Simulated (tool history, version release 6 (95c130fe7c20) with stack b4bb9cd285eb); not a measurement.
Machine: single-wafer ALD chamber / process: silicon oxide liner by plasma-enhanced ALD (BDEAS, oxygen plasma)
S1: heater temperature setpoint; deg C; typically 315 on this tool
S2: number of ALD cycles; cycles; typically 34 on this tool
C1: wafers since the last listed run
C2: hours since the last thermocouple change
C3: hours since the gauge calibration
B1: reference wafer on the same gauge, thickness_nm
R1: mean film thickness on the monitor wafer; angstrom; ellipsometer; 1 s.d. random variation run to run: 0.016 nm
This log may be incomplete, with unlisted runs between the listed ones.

run	hour	S1	S2	C1	C2	C3	B1	R1
1	0	315	34	0	1137.1	621.7	2.593	29.46
2	28.9	309	34	400	1166	650.6	2.59	29.66
3	75.7	309	34	649	1212.8	697.4	2.581	29.9
4	125.5	315	34	690	1262.6	747.2	2.571	29.2
5	194.7	315	34	960	1331.8	816.4	2.559	29.22
6	227.4	315	34	453	1364.5	849.1	2.551	29.48
# hour 297.9: gauge calibrated
7	358.4	315	34	1817	1495.5	60.5	2.641	29.98
8	429.1	315	34	980	1566.2	131.2	2.637	30.17
# hour 437.7: thermocouple changed; heater temperature recalibrated
9	491.3	315	34	751	53.6	193.4	2.63	30.02
10	539.9	327	30	674	102.2	242	2.631	25.99
11	569.7	330	34	413	132	271.8	2.621	29.31
12	603.1	302	31	463	165.4	305.2	2.629	27.46
13	653.3	315	34	696	215.6	355.4	2.619	29.72
14	680.8	304	37	381	243.1	382.9	2.621	32.97
15	748.5	321	34	939	310.8	450.6	2.61	29.53
16	775.3	315	34	371	337.6	477.4	2.612	29.39
17	832.5	315	34	793	394.8	534.6	2.606	29.26
18	874.2	319	34	578	436.5	576.3	2.595	29.23
19	932.4	311	34	807	494.7	634.5	2.587	29.41

Alternative continuations, all from the tool just after run 19; predict every row:
A	932.8	315	34	5	495.1	634.9	?	?
B	932.8	307	30	5	495.1	634.9	?	?
C	932.8	320	30	5	495.1	634.9	?	?
D	932.8	311	39	5	495.1	634.9	?	?

run	B1	R1
A	2.59	29.72
B	2.59	26.49
C	2.59	26.06
D	2.59	34.26
With no hidden state in the tool, these same runs would have given:
run	R1
A	30.41
B	27.11
C	26.67
D	35.06
